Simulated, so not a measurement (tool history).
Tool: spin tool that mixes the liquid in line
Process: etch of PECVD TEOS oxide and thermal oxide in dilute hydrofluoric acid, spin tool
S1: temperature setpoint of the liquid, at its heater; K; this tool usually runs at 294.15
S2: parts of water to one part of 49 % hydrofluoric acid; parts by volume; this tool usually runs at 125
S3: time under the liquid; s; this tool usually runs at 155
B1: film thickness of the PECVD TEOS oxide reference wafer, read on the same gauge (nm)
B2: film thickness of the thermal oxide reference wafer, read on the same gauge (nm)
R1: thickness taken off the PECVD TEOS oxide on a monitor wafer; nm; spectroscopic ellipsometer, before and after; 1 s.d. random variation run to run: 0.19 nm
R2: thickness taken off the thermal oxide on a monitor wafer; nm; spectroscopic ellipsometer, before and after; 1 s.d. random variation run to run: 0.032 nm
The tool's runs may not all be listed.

run	hour	S1	S2	S3	B1	B2	R1	R2
1	0.0	294.15	105	155	119.98	70.01	26.52	6.12
2	232.9	294.15	125	155	120.01	69.98	21.41	4.99
3	335.9	294.15	125	155	120.01	70.02	21.47	4.97
4	401.2	294.15	125	155	120.01	70.00	20.86	4.96
5	474.6	294.15	125	155	120.03	70.04	20.94	5.03
# hour 547.2: gauge calibrated
6	547.9	294.15	125	155	119.95	70.00	21.19	4.97
# hour 750.5: hydrofluoric acid flow meter replaced
7	839.4	294.15	125	155	120.00	70.02	21.44	4.88
8	947.3	294.15	125	155	120.00	70.00	20.75	4.90
9	1052.9	294.15	75	210	119.99	70.01	49.78	11.57
10	1106.9	297.15	145	65	119.99	70.00	8.32	1.94
# hour 1343.6: thermometer replaced
11	1401.0	294.15	125	80	119.98	70.01	11.64	2.71
12	1475.8	294.15	125	155	120.02	70.01	22.37	5.22
13	1540.0	294.15	90	80	119.98	70.00	16.75	3.91
14	1641.9	294.15	125	215	120.01	69.98	31.13	7.16
15	1740.9	296.15	125	220	120.02	70.01	34.34	7.92
16	1805.5	291.65	170	65	120.01	70.02	5.96	1.39
17	1908.8	294.15	110	185	120.02	69.99	30.37	7.08
18	1984.5	290.15	150	155	120.01	69.98	15.09	3.55
19	2055.5	294.15	140	155	120.02	70.00	19.50	4.50
20	2126.8	294.15	125	155	120.02	69.97	21.67	5.10
# hour 2130.6: hydrofluoric acid flow meter replaced
21	2215.8	295.65	165	180	120.00	70.02	19.54	4.50
22	2279.6	294.15	125	155	120.02	70.03	21.75	5.12
23	2336.1	296.15	125	155	120.00	69.99	23.42	5.59
24	2380.6	296.65	100	155	120.03	70.01	30.91	7.22
25	2476.5	290.65	185	220	119.96	70.00	16.93	3.93
26	2531.3	290.15	125	155	120.02	70.00	18.49	4.27
27	2587.9	295.65	165	180	120.03	69.96	19.12	4.55

Per-run results on a tool with no hidden state, each run keeping its own random variation:
What the log doesn't record here: liquid colder than its thermometer reads (K); hydrofluoric acid flow below the setpoint (%); gauge reads high (%).
run	R1	R2
1	27.62	6.37
2	22.46	5.23
3	22.60	5.23
4	22.01	5.23
5	22.14	5.32
6	22.46	5.26
7	22.96	5.22
8	22.29	5.27
9	53.80	12.51
10	8.96	2.09
11	11.67	2.72
12	22.49	5.25
13	16.88	3.94
14	31.47	7.24
15	34.81	8.03
16	6.05	1.41
17	30.98	7.22
18	15.44	3.63
19	19.98	4.61
20	22.26	5.24
21	20.11	4.63
22	22.45	5.28
23	24.21	5.78
24	32.02	7.48
25	17.60	4.09
26	19.28	4.45
27	19.91	4.74
